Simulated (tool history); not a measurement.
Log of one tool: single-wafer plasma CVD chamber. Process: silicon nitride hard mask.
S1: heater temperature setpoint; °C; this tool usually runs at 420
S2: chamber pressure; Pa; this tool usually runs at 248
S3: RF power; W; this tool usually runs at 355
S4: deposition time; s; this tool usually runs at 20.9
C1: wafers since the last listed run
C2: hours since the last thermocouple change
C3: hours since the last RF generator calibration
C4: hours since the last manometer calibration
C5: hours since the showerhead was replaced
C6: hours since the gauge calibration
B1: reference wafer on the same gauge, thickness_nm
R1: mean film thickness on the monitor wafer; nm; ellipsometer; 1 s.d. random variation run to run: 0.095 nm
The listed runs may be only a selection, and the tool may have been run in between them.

run	hour	S1	S2	S3	S4	C1	C2	C3	C4	C5	C6	B1	R1
1	0	420	248	355	20.9	0	1732.3	754.8	1099.9	3795	3196	28.239	25.668
2	91	420	248	355	20.9	2779	1823.3	845.8	1190.9	3886	3287	28.191	25.437
# hour 181.5: RF generator calibrated
3	182	420	248	355	20.9	2534	1914.3	0.5	1281.9	3977	3378	28.194	26.549
4	232.6	420	248	355	20.9	1545	1964.9	51.1	1332.5	4027.6	3428.6	28.233	26.495
# hour 239.9: gauge calibrated
5	291.7	420	248	355	20.9	1804	2024	110.2	1391.6	4086.7	51.8	28.162	26.582
# hour 307.4: thermocouple changed; heater temperature recalibrated
# hour 381.2: showerhead replaced
6	381.7	420	248	355	20.9	2259	74.3	200.2	1481.6	0.5	141.8	28.172	26.466
7	438.2	420	248	355	20.9	1725	130.8	256.7	1538.1	57	198.3	28.2	26.439
8	491.4	408	248	420	20.9	1624	184	309.9	1591.3	110.2	251.5	28.222	28.858
9	544.3	414	283	290	20.9	1615	236.9	362.8	1644.2	163.1	304.4	28.205	24.306
10	601.2	434	304	390	20.9	1737	293.8	419.7	1701.1	220	361.3	28.214	29.023
11	896.2	420	221	380	19.5	9009	588.8	714.7	1996.1	515	656.3	28.203	24.145
12	968	420	293	355	20.9	2192	660.6	786.5	2067.9	586.8	728.1	28.192	27.061
13	1054.8	420	248	355	20.9	2650	747.4	873.3	2154.7	673.6	814.9	28.213	25.77
14	1096.6	414	295	385	24.9	1276	789.2	915.1	2196.5	715.4	856.7	28.202	33.517
# hour 1116: RF generator calibrated
15	1159.9	420	248	330	20.9	1688	852.5	43.9	2259.8	778.7	920	28.223	25.353
16	1255	426	283	395	18.1	2904	947.6	139	2354.9	873.8	1015.1	28.215	25.229
17	1309.2	420	199	380	16.9	1655	1001.8	193.2	2409.1	928	1069.3	28.189	20.508
18	1394.6	420	248	355	20.9	2608	1087.2	278.6	2494.5	1013.4	1154.7	28.199	26.072
# hour 1472.6: capacitance manometer re-zeroed and calibrated
19	1487.5	430	207	375	20.9	2592	1180.1	371.5	14.9	1106.3	1247.6	28.191	25.359
20	1549.5	414	283	290	20.9	1893	1242.1	433.5	76.9	1168.3	1309.6	28.189	24.022
21	1597.6	407	264	375	18.6	1468	1290.2	481.6	125	1216.4	1357.7	28.228	24.571
22	1634.9	433	248	355	20.9	1139	1327.5	518.9	162.3	1253.7	1395	28.198	25.954
23	1718.8	420	248	305	17.1	2562	1411.4	602.8	246.2	1337.6	1478.9	28.194	19.311
24	1766.1	420	248	355	20.9	1444	1458.7	650.1	293.5	1384.9	1526.2	28.152	25.73
25	1831.4	434	288	410	24.9	1994	1524	715.4	358.8	1450.2	1591.5	28.187	34.455
26	1901	420	248	355	20.9	2125	1593.6	785	428.4	1519.8	1661.1	28.197	25.637
# hour 1930.4: RF generator calibrated
27	2001.6	420	248	355	20.9	2827	1694.2	71.2	529	1620.4	1761.7	28.209	26.571
28	2072.4	416	248	415	23.6	2162	1765	142	599.8	1691.2	1832.5	28.188	32.419

Alternative continuations, all from the tool just after run 28; predict every row:
A	2072.8	420	248	355	20.9	12	1765.4	142.4	600.2	1691.6	1832.9	?	?
B	2072.8	420	248	355	23	12	1765.4	142.4	600.2	1691.6	1832.9	?	?
C	2072.8	420	248	310	16.7	12	1765.4	142.4	600.2	1691.6	1832.9	?	?
D	2072.8	420	288	355	20.9	12	1765.4	142.4	600.2	1691.6	1832.9	?	?

run	B1	R1
A	28.211	26.557
B	28.211	29.218
C	28.211	19.646
D	28.211	27.728
With no hidden state in the tool, these same runs would have given:
run	R1
A	26.726
B	29.404
C	19.777
D	27.904
